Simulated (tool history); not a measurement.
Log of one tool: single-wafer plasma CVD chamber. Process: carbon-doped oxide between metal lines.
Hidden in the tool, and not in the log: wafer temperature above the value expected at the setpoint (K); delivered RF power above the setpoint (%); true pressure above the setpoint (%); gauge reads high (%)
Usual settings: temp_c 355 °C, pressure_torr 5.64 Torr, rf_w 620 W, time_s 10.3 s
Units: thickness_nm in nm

| run | day | temp_c | pressure_torr | rf_w | time_s | wafers since the last listed run | hours since the last thermocouple change | hours since the last RF generator calibration | hours since the last manometer calibration | hours since the showerhead was replaced | hours since the gauge calibration | read-back reference wafer on the same gauge, thickness_nm | thickness_nm |
|---|---|---|---|---|---|---|---|---|---|---|---|---|---|
| 1 | 0.000 | 355 | 5.64 | 620 | 10.3 | 0 | 2232.7 | 2448.0 | 1381.2 | 2794.7 | 72.6 | 73.476 | 61.680 |
| 2 | 0.371 | 355 | 5.64 | 620 | 10.3 | 274 | 2241.6 | 2456.9 | 1390.1 | 2803.6 | 81.5 | 73.480 | 61.615 |
| 3 | 0.821 | 355 | 5.64 | 620 | 10.3 | 333 | 2252.4 | 2467.7 | 1400.9 | 2814.4 | 92.3 | 73.517 | 61.025 |
| 4 | 2.292 | 355 | 5.64 | 620 | 10.3 | 1089 | 2287.7 | 2503.0 | 1436.2 | 2849.7 | 127.6 | 73.505 | 61.678 |
| 5 | 2.942 | 355 | 5.64 | 620 | 10.3 | 481 | 2303.3 | 2518.6 | 1451.8 | 2865.3 | 143.2 | 73.476 | 61.652 |
| 6 | 3.396 | 355 | 5.64 | 620 | 11.8 | 336 | 2314.2 | 2529.5 | 1462.7 | 2876.2 | 154.1 | 73.534 | 70.395 |
| 7 | 3.858 | 355 | 5.64 | 620 | 10.3 | 342 | 2325.3 | 2540.6 | 1473.8 | 2887.3 | 165.2 | 73.587 | 61.082 |
| 8 | 4.167 | 355 | 5.64 | 620 | 10.3 | 228 | 2332.7 | 2548.0 | 1481.2 | 2894.7 | 172.6 | 73.496 | 61.319 |
| 9 | 4.846 | 350 | 5.64 | 620 | 9.8 | 502 | 2349.0 | 2564.3 | 1497.5 | 2911.0 | 188.9 | 73.493 | 59.333 |
|  | 5.621 | capacitance manometer re-zeroed and calibrated |
|  | 5.767 | thermocouple changed; heater temperature recalibrated |
| 10 | 5.788 | 369 | 5.64 | 665 | 10.3 | 344 | 0.5 | 2586.9 | 4.0 | 2933.6 | 211.5 | 73.534 | 61.577 |
|  | 6.125 | showerhead replaced |
| 11 | 6.146 | 355 | 5.64 | 620 | 10.3 | 18 | 9.1 | 2595.5 | 12.6 | 0.5 | 220.1 | 73.563 | 61.282 |
|  | 6.492 | RF generator calibrated |
| 12 | 6.512 | 355 | 5.64 | 620 | 10.3 | 24 | 17.9 | 0.5 | 21.4 | 9.3 | 228.9 | 73.475 | 61.552 |
| 13 | 7.500 | 355 | 6.16 | 700 | 9.5 | 731 | 41.6 | 24.2 | 45.1 | 33.0 | 252.6 | 73.367 | 60.910 |
|  | 7.721 | gauge calibrated |
| 14 | 7.821 | 368 | 5.64 | 620 | 11.2 | 237 | 49.3 | 31.9 | 52.8 | 40.7 | 2.4 | 73.677 | 65.030 |
| 15 | 8.288 | 341 | 5.64 | 620 | 10.3 | 345 | 60.5 | 43.1 | 64.0 | 51.9 | 13.6 | 73.704 | 63.803 |
| 16 | 8.733 | 355 | 5.64 | 670 | 10.3 | 330 | 71.2 | 53.8 | 74.7 | 62.6 | 24.3 | 73.566 | 63.624 |
| 17 | 9.033 | 355 | 4.25 | 730 | 10.3 | 222 | 78.4 | 61.0 | 81.9 | 69.8 | 31.5 | 73.386 | 63.224 |
| 18 | 9.550 | 355 | 5.11 | 620 | 10.3 | 382 | 90.8 | 73.4 | 94.3 | 82.2 | 43.9 | 73.579 | 60.484 |
| 19 | 9.879 | 355 | 5.64 | 560 | 10.3 | 243 | 98.7 | 81.3 | 102.2 | 90.1 | 51.8 | 73.487 | 58.751 |

Forecast each of these 5 alternatives for the next run:
| A | 9.896 | 344 | 5.64 | 620 | 10.3 | 12 | 99.1 | 81.7 | 102.6 | 90.5 | 52.2 | ? | ? |
| B | 9.896 | 355 | 4.29 | 620 | 11.9 | 12 | 99.1 | 81.7 | 102.6 | 90.5 | 52.2 | ? | ? |
| C | 9.896 | 355 | 5.25 | 620 | 10.3 | 12 | 99.1 | 81.7 | 102.6 | 90.5 | 52.2 | ? | ? |
| D | 9.896 | 355 | 6.33 | 620 | 8.5 | 12 | 99.1 | 81.7 | 102.6 | 90.5 | 52.2 | ? | ? |
| E | 9.896 | 366 | 5.25 | 705 | 10.3 | 12 | 99.1 | 81.7 | 102.6 | 90.5 | 52.2 | ? | ? |

| run | read-back reference wafer on the same gauge, thickness_nm | thickness_nm |
|---|---|---|
| A | 73.449 | 63.880 |
| B | 73.449 | 68.174 |
| C | 73.449 | 61.305 |
| D | 73.449 | 52.099 |
| E | 73.449 | 63.355 |
Without the tool's hidden state the same runs would have given:
| run | thickness_nm |
|---|---|
| A | 63.880 |
| B | 68.174 |
| C | 61.305 |
| D | 52.099 |
| E | 63.355 |

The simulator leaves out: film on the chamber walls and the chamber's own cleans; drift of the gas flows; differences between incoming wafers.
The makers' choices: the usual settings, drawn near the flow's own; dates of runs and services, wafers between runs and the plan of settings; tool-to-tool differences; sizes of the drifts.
